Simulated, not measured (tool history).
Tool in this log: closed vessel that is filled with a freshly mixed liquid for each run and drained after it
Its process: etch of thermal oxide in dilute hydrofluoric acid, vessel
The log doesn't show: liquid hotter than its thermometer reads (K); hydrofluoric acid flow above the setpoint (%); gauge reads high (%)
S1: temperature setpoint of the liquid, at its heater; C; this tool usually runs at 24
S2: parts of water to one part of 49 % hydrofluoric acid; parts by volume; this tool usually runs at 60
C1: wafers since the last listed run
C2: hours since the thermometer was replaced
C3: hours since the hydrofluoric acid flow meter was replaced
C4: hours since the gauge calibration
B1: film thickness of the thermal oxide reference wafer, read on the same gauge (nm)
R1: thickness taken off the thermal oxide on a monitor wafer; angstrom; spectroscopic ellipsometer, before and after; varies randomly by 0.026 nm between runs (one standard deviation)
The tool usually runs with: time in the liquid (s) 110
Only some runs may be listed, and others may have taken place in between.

run 1 hour=0 | S1=24 S2=60 time_in_the_liquid_(s)=110 | C1=0 C2=2141.7 C3=2083.1 C4=54.4 | B1=109.97 | R1=100.6
run 2 hour=12.9 | S1=24 S2=60 time_in_the_liquid_(s)=110 | C1=1094 C2=2154.6 C3=2096 C4=67.3 | B1=110.04 | R1=101.1
run 3 hour=20.1 | S1=21 S2=60 time_in_the_liquid_(s)=110 | C1=611 C2=2161.8 C3=2103.2 C4=74.5 | B1=110.01 | R1=89.1
run 4 hour=28.4 | S1=21 S2=60 time_in_the_liquid_(s)=110 | C1=704 C2=2170.1 C3=2111.5 C4=82.8 | B1=110.03 | R1=89.2
run 5 hour=44.1 | S1=21 S2=60 time_in_the_liquid_(s)=110 | C1=1332 C2=2185.8 C3=2127.2 C4=98.5 | B1=109.99 | R1=89.5
run 6 hour=59.5 | S1=24 S2=60 time_in_the_liquid_(s)=110 | C1=1307 C2=2201.2 C3=2142.6 C4=113.9 | B1=110 | R1=100.9
run 7 hour=66.6 | S1=24 S2=60 time_in_the_liquid_(s)=65 | C1=602 C2=2208.3 C3=2149.7 C4=121 | B1=110.03 | R1=59.7
run 8 hour=74.6 | S1=24 S2=60 time_in_the_liquid_(s)=65 | C1=678 C2=2216.3 C3=2157.7 C4=129 | B1=110 | R1=59.9
run 9 hour=83.3 | S1=24 S2=60 time_in_the_liquid_(s)=65 | C1=738 C2=2225 C3=2166.4 C4=137.7 | B1=109.99 | R1=59.7
-- hour=87.7 thermometer replaced
run 10 hour=90.4 | S1=27.5 S2=60 time_in_the_liquid_(s)=110 | C1=517 C2=2.7 C3=2173.5 C4=144.8 | B1=109.99 | R1=105.1
-- hour=93.9 gauge calibrated
run 11 hour=104.2 | S1=27.5 S2=60 time_in_the_liquid_(s)=110 | C1=1171 C2=16.5 C3=2187.3 C4=10.3 | B1=110.02 | R1=105.4
-- hour=116.4 hydrofluoric acid flow meter replaced
run 12 hour=117.3 | S1=24 S2=60 time_in_the_liquid_(s)=110 | C1=1026 C2=29.6 C3=0.9 C4=23.4 | B1=109.98 | R1=90.8
run 13 hour=132.2 | S1=24 S2=60 time_in_the_liquid_(s)=110 | C1=1264 C2=44.5 C3=15.8 C4=38.3 | B1=109.97 | R1=91.4
run 14 hour=140.4 | S1=24 S2=60 time_in_the_liquid_(s)=110 | C1=695 C2=52.7 C3=24 C4=46.5 | B1=110.02 | R1=91.7
run 15 hour=151 | S1=24 S2=45 time_in_the_liquid_(s)=70 | C1=899 C2=63.3 C3=34.6 C4=57.1 | B1=109.98 | R1=79
run 16 hour=159.1 | S1=24 S2=70 time_in_the_liquid_(s)=70 | C1=687 C2=71.4 C3=42.7 C4=65.2 | B1=110.02 | R1=49.3
run 17 hour=170.4 | S1=20.5 S2=75 time_in_the_liquid_(s)=175 | C1=959 C2=82.7 C3=54 C4=76.5 | B1=109.97 | R1=99.3
run 18 hour=185.2 | S1=24 S2=30 time_in_the_liquid_(s)=50 | C1=1256 C2=97.5 C3=68.8 C4=91.3 | B1=110.02 | R1=86.6
run 19 hour=193.2 | S1=24 S2=60 time_in_the_liquid_(s)=110 | C1=678 C2=105.5 C3=76.8 C4=99.3 | B1=109.99 | R1=92.3
run 20 hour=202 | S1=28.5 S2=80 time_in_the_liquid_(s)=145 | C1=746 C2=114.3 C3=85.6 C4=108.1 | B1=109.99 | R1=105.5
run 21 hour=210.7 | S1=25.5 S2=60 time_in_the_liquid_(s)=90 | C1=738 C2=123 C3=94.3 C4=116.8 | B1=109.96 | R1=80.1
run 22 hour=245.2 | S1=24 S2=45 time_in_the_liquid_(s)=110 | C1=2928 C2=157.5 C3=128.8 C4=151.3 | B1=110.04 | R1=124.7

Exercise: give the hidden state of the tool at every run:
hydrofluoric acid flow above the setpoint (%): 0 on each run
gauge reads high (%): 0 on each run
H1: liquid hotter than its thermometer reads (K)
run=1 H1=2.66
run=2 H1=2.67
run=3 H1=2.68
run=4 H1=2.69
run=5 H1=2.71
run=6 H1=2.73
run=7 H1=2.74
run=8 H1=2.75
run=9 H1=2.76
run=10 H1=0.204
run=11 H1=0.22
run=12 H1=0.236
run=13 H1=0.253
run=14 H1=0.263
run=15 H1=0.275
run=16 H1=0.285
run=17 H1=0.298
run=18 H1=0.316
run=19 H1=0.325
run=20 H1=0.336
run=21 H1=0.346
run=22 H1=0.387
